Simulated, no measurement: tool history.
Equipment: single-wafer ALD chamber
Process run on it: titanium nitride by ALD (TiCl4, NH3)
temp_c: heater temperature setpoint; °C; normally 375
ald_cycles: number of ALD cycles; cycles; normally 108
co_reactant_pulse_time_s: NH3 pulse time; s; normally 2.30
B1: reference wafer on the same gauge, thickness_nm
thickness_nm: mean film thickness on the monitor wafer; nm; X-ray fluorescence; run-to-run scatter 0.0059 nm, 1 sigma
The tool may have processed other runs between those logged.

Run 1, hour 0.0: usual settings; B1 2.038. Result: thickness_nm 2.343 nm.
Run 2, hour 46.7: usual settings; B1 2.036. Result: thickness_nm 2.341 nm.
Run 3, hour 109.0: usual settings; B1 2.033. Result: thickness_nm 2.334 nm.
Run 4, hour 144.1: usual settings; B1 2.031. Result: thickness_nm 2.327 nm.
Run 5, hour 195.1: usual settings; B1 2.028. Result: thickness_nm 2.334 nm.
Run 6, hour 243.9: usual settings but ald_cycles 98 cycles, co_reactant_pulse_time_s 2.55 s; B1 2.027. Result: thickness_nm 2.131 nm.
Run 7, hour 271.6: usual settings but ald_cycles 98 cycles, co_reactant_pulse_time_s 2.55 s; B1 2.026. Result: thickness_nm 2.128 nm.
At hour 284.7: thermocouple changed; heater temperature recalibrated.
Run 8, hour 324.6: usual settings but ald_cycles 117 cycles; B1 2.025. Result: thickness_nm 2.526 nm.
Run 9, hour 393.5: usual settings; B1 2.025. Result: thickness_nm 2.328 nm.
At hour 417.1: gauge calibrated.
At hour 418.4: showerhead replaced.
Run 10, hour 431.7: usual settings but temp_c 379 °C, ald_cycles 99 cycles; B1 2.062. Result: thickness_nm 2.178 nm.
Run 11, hour 472.8: usual settings; B1 2.056. Result: thickness_nm 2.374 nm.
Run 12, hour 506.2: usual settings but temp_c 369 °C; B1 2.052. Result: thickness_nm 2.322 nm.
Run 13, hour 537.0: usual settings but temp_c 361 °C; B1 2.049. Result: thickness_nm 2.276 nm.
Run 14, hour 565.0: usual settings; B1 2.046. Result: thickness_nm 2.344 nm.
Run 15, hour 610.0: usual settings but temp_c 369 °C, co_reactant_pulse_time_s 2.69 s; B1 2.041. Result: thickness_nm 2.337 nm.
Run 16, hour 645.4: usual settings but temp_c 385 °C, ald_cycles 129 cycles; B1 2.043. Result: thickness_nm 2.822 nm.
Run 17, hour 689.3: usual settings but temp_c 370 °C, ald_cycles 91 cycles, co_reactant_pulse_time_s 1.87 s; B1 2.039. Result: thickness_nm 1.915 nm.

Each row is a separate what-if for the run after 17, all from the same tool condition, not one after another. Results?
Run A, hour 689.9: usual settings but temp_c 366 °C; B1 ?. Result: thickness_nm ?.
Run B, hour 689.9: usual settings but temp_c 361 °C, ald_cycles 98 cycles, co_reactant_pulse_time_s 1.69 s; B1 ?. Result: thickness_nm ?.
Run C, hour 689.9: usual settings but temp_c 382 °C, ald_cycles 120 cycles; B1 ?. Result: thickness_nm ?.
Run D, hour 689.9: usual settings but temp_c 361 °C, co_reactant_pulse_time_s 3.10 s; B1 ?. Result: thickness_nm ?.
Run E, hour 689.9: usual settings but temp_c 365 °C, ald_cycles 124 cycles, co_reactant_pulse_time_s 2.73 s; B1 ?. Result: thickness_nm ?.

run     B1  thickness_nm
  A  2.039         2.300
  B  2.039         1.992
  C  2.039         2.617
  D  2.039         2.338
  E  2.039         2.675
With no hidden state in the tool, these same runs would have given:
run  thickness_nm
  A         2.326
  B         2.014
  C         2.647
  D         2.365
  E         2.705
